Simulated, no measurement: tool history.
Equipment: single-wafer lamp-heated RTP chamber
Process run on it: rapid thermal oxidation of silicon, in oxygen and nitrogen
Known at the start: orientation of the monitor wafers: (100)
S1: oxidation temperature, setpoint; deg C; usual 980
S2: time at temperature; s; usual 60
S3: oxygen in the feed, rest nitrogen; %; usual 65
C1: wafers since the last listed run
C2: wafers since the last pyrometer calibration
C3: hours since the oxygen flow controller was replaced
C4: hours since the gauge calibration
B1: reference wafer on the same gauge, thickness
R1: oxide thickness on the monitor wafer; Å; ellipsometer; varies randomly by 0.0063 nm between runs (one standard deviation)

run,day,S1,S2,S3,C1,C2,C3,C4,B1,R1
1,0,973,60,47,0,2051,1750,66.4,4.159,36.32
2,0.683,980,60,65,139,2191,1766.4,82.8,4.16,42.09
3,1.117,980,60,65,88,2279,1776.8,93.2,4.159,42.25
4,1.454,980,60,65,69,2348,1784.9,101.3,4.16,42.14
5,2.046,980,60,65,121,2470,1799.1,115.5,4.161,42.19
6,2.35,980,60,65,62,2532,1806.4,122.8,4.162,42.15
7,3.05,980,60,41,143,2675,1823.2,139.6,4.16,36.66
# day 3.25: gauge calibrated
8,3.454,980,60,41,82,2758,1832.9,4.9,4.162,36.67
9,4.162,980,60,65,145,2903,1849.9,21.9,4.159,42.29
# day 5.088: oxygen flow controller replaced
10,5.108,980,40,65,125,3029,0.5,44.6,4.16,36.02
# day 6.954: pyrometer window cleaned and pyrometer calibrated
11,6.975,980,60,41,314,4,45.3,89.4,4.16,36.36
12,7.367,980,60,77,80,84,54.7,98.8,4.159,44.09
13,7.662,996,60,65,60,145,61.8,105.9,4.158,46.73
14,8.317,980,32,65,133,279,77.5,121.6,4.158,32.71
15,9.004,970,89,83,140,420,94,138.1,4.159,49.92
16,9.567,980,60,65,115,535,107.5,151.6,4.161,41.89
17,9.904,980,60,65,69,604,115.6,159.7,4.16,41.95
18,10.388,995,60,65,98,703,127.2,171.3,4.157,46.55

Forecast each of these 4 alternatives for the next run:
A,10.404,980,36,65,3,706,127.6,171.7,?,?
B,10.404,980,60,74,3,706,127.6,171.7,?,?
C,10.404,980,78,65,3,706,127.6,171.7,?,?
D,10.404,1002,36,65,3,706,127.6,171.7,?,?

run,B1,R1
A,4.159,34.26
B,4.159,43.72
C,4.159,46.81
D,4.159,39.57
Without the tool's hidden state the same runs would have given:
run,R1
A,34.13
B,43.54
C,46.61
D,39.41
